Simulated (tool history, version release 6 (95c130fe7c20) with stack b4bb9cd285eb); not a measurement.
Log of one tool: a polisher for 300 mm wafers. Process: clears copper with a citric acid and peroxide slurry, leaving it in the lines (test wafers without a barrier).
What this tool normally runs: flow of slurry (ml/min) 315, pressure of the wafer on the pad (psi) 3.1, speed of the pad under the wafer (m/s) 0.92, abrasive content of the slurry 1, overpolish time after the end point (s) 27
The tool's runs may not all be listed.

| run | hour | flow of slurry (ml/min) | pressure of the wafer on the pad (psi) | speed of the pad under the wafer (m/s) | abrasive content of the slurry | overpolish time after the end point (s) | wafers since the last listed run | wafers polished on this pad | hours since the slurry nozzle was cleaned | hours since the head pressure was calibrated | hours since the slurry blender was calibrated | incoming thickness of the incoming film, nm | time until the end point was called (s) | dishing of a wide line in a test structure (angstrom) |
|---|---|---|---|---|---|---|---|---|---|---|---|---|---|---|
| 1 | 0 | 315 | 3.7 | 0.92 | 1 | 27 | 0 | 1342 | 320.9 | 426.3 | 43.9 | 214 | 68.6 | 526 |
|  | 12.6 | head pressure recalibrated |
| 2 | 28.4 | 260 | 3.1 | 0.92 | 1 | 27 | 268 | 1611 | 349.3 | 15.8 | 72.3 | 215.3 | 93.2 | 397 |
| 3 | 48 | 260 | 3.1 | 0.92 | 1 | 27 | 199 | 1811 | 368.9 | 35.4 | 91.9 | 215 | 91.7 | 407 |
|  | 69.5 | worn pad replaced by a new one |
| 4 | 83.8 | 315 | 3.1 | 0.92 | 1 | 27 | 323 | 145 | 404.7 | 71.2 | 127.7 | 214.5 | 89.2 | 433 |
| 5 | 105.9 | 315 | 3.1 | 0.92 | 1 | 27 | 225 | 370 | 426.8 | 93.3 | 149.8 | 212.6 | 87 | 413 |
| 6 | 129.4 | 235 | 3.6 | 0.92 | 1.3 | 15 | 239 | 609 | 450.3 | 116.8 | 173.3 | 218.3 | 75 | 293 |
|  | 156 | slurry nozzle cleaned |
| 7 | 161.6 | 420 | 3.1 | 0.84 | 1 | 15 | 317 | 927 | 5.6 | 149 | 205.5 | 211.6 | 89.2 | 247 |
| 8 | 195 | 315 | 3.1 | 0.92 | 1 | 27 | 340 | 1267 | 39 | 182.4 | 238.9 | 215.5 | 86.1 | 425 |
| 9 | 216.5 | 315 | 3.1 | 0.7 | 0.85 | 35 | 218 | 1486 | 60.5 | 203.9 | 260.4 | 213.7 | 104.1 | 453 |
|  | 226 | slurry blender recalibrated |
| 10 | 241.3 | 390 | 3.4 | 0.8 | 0.8 | 27 | 232 | 1718 | 85.3 | 228.7 | 15.3 | 217.7 | 89.1 | 418 |
| 11 | 267.9 | 315 | 2.1 | 0.7 | 1 | 12 | 270 | 1989 | 111.9 | 255.3 | 41.9 | 216 | 147 | 122 |
| 12 | 290.3 | 255 | 3.1 | 0.92 | 1 | 27 | 228 | 2217 | 134.3 | 277.7 | 64.3 | 217.7 | 85.9 | 433 |
| 13 | 309.3 | 315 | 3.7 | 0.92 | 1 | 27 | 193 | 2411 | 153.3 | 296.7 | 83.3 | 215.2 | 71.7 | 525 |
|  | 318.8 | worn pad replaced by a new one |
| 14 | 327.5 | 395 | 3.1 | 0.92 | 1 | 27 | 144 | 89 | 171.5 | 314.9 | 101.5 | 212.8 | 80.1 | 444 |
| 15 | 354.1 | 315 | 3.1 | 1.22 | 0.85 | 36 | 270 | 359 | 198.1 | 341.5 | 128.1 | 215 | 69.7 | 645 |
| 16 | 367.9 | 315 | 2.4 | 1.1 | 0.75 | 21 | 140 | 500 | 211.9 | 355.3 | 141.9 | 215.8 | 100.1 | 294 |
| 17 | 392.5 | 315 | 4.1 | 0.66 | 1 | 27 | 250 | 751 | 236.5 | 379.9 | 166.5 | 213.5 | 76.6 | 481 |
| 18 | 428.1 | 315 | 3.1 | 0.92 | 1 | 27 | 362 | 1113 | 272.1 | 415.5 | 202.1 | 211.2 | 79.4 | 445 |
|  | 436.9 | head pressure recalibrated |
| 19 | 441.9 | 315 | 3.1 | 1.18 | 1 | 27 | 120 | 1233 | 285.9 | 5 | 215.9 | 213.5 | 76.3 | 466 |
| 20 | 464.2 | 315 | 3.1 | 0.68 | 1.3 | 27 | 227 | 1460 | 308.2 | 27.3 | 238.2 | 212.7 | 103.8 | 348 |
| 21 | 493.1 | 315 | 3.6 | 0.7 | 0.9 | 27 | 294 | 1755 | 337.1 | 56.2 | 267.1 | 216.9 | 94.8 | 390 |
|  | 502.3 | slurry blender recalibrated |
| 22 | 524 | 315 | 3.1 | 0.64 | 1 | 27 | 294 | 2049 | 368 | 87.1 | 21.7 | 213.9 | 111.5 | 340 |
| 23 | 552 | 315 | 3.1 | 0.92 | 1.15 | 27 | 285 | 2334 | 396 | 115.1 | 49.7 | 218.8 | 88.6 | 421 |
|  | 575.1 | worn pad replaced by a new one |
| 24 | 591.8 | 390 | 3.1 | 0.92 | 1 | 27 | 364 | 169 | 435.8 | 154.9 | 89.5 | 215.4 | 86.6 | 428 |
| 25 | 609.1 | 350 | 3.8 | 0.92 | 0.7 | 27 | 176 | 345 | 453.1 | 172.2 | 106.8 | 213.4 | 75.1 | 478 |
| 26 | 634.3 | 315 | 3.6 | 0.92 | 1 | 41 | 256 | 602 | 478.3 | 197.4 | 132 | 215.6 | 76.2 | 685 |
|  | 636.4 | slurry nozzle cleaned |
| 27 | 647.2 | 315 | 3.1 | 1.1 | 1 | 14 | 121 | 723 | 10.8 | 210.3 | 144.9 | 218.4 | 78.3 | 257 |
| 28 | 678.9 | 390 | 3.1 | 0.92 | 1 | 27 | 322 | 1046 | 42.5 | 242 | 176.6 | 213.9 | 84.3 | 439 |
| 29 | 693 | 315 | 3.1 | 0.92 | 1 | 32 | 143 | 1190 | 56.6 | 256.1 | 190.7 | 213.1 | 84.5 | 503 |

Here are 3 independent what-if runs from the current tool condition. What would each one return?
| A | 693.5 | 315 | 3.1 | 0.92 | 1 | 17 | 5 | 1195 | 57.1 | 256.6 | 191.2 | 216.6 | ? | ? |
| B | 693.5 | 285 | 3.1 | 0.92 | 1 | 37 | 5 | 1195 | 57.1 | 256.6 | 191.2 | 216.6 | ? | ? |
| C | 693.5 | 350 | 2.5 | 0.92 | 0.85 | 27 | 5 | 1195 | 57.1 | 256.6 | 191.2 | 216.6 | ? | ? |

| run | time until the end point was called (s) | dishing of a wide line in a test structure (angstrom) |
|---|---|---|
| A | 84.2 | 289 |
| B | 84.8 | 571 |
| C | 105.9 | 354 |
Without the tool's hidden state the same runs would have given:
| run | time until the end point was called (s) | dishing of a wide line in a test structure (angstrom) |
|---|---|---|
| A | 91.3 | 267 |
| B | 92 | 531 |
| C | 114.8 | 328 |

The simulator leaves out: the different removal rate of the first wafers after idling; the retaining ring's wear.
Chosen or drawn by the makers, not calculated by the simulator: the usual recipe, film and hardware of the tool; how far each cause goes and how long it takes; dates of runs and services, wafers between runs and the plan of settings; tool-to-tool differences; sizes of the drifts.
